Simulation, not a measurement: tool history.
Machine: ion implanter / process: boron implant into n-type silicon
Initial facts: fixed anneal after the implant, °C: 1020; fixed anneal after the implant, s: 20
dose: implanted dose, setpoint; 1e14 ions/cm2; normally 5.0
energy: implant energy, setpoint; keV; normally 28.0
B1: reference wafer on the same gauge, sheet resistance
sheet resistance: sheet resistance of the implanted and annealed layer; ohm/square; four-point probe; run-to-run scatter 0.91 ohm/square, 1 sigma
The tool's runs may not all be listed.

run 1 day=0.000 | dose=5.0 energy=28.0 | B1=189.99 | sheet_resistance=206.06
run 2 day=3.525 | dose=5.0 energy=28.0 | B1=189.82 | sheet_resistance=204.69
run 3 day=5.388 | dose=5.0 energy=28.0 | B1=189.58 | sheet_resistance=205.68
run 4 day=8.329 | dose=5.0 energy=20.5 | B1=189.45 | sheet_resistance=212.44
run 5 day=12.150 | dose=5.0 energy=20.5 | B1=189.08 | sheet_resistance=212.76
run 6 day=15.138 | dose=5.0 energy=20.5 | B1=188.79 | sheet_resistance=210.93
run 7 day=17.021 | dose=5.0 energy=28.0 | B1=188.65 | sheet_resistance=206.07
run 8 day=18.688 | dose=6.0 energy=21.0 | B1=188.28 | sheet_resistance=181.29
run 9 day=20.550 | dose=5.0 energy=28.0 | B1=188.26 | sheet_resistance=203.78
-- day=22.729 Faraday cup replaced and dose calibrated
run 10 day=23.183 | dose=5.0 energy=28.0 | B1=188.00 | sheet_resistance=201.92
run 11 day=25.167 | dose=5.0 energy=28.0 | B1=187.98 | sheet_resistance=204.32

Predict the results of run 12:
run 12 day=28.892 | dose=6.3 energy=23.0 | B1=? | sheet_resistance=?

Run 12 produced B1 187.34, sheet resistance 171.11 ohm/square.
Were there no unlogged condition in the tool, this run, its random variation unchanged, would have produced sheet resistance 177.08 ohm/square.
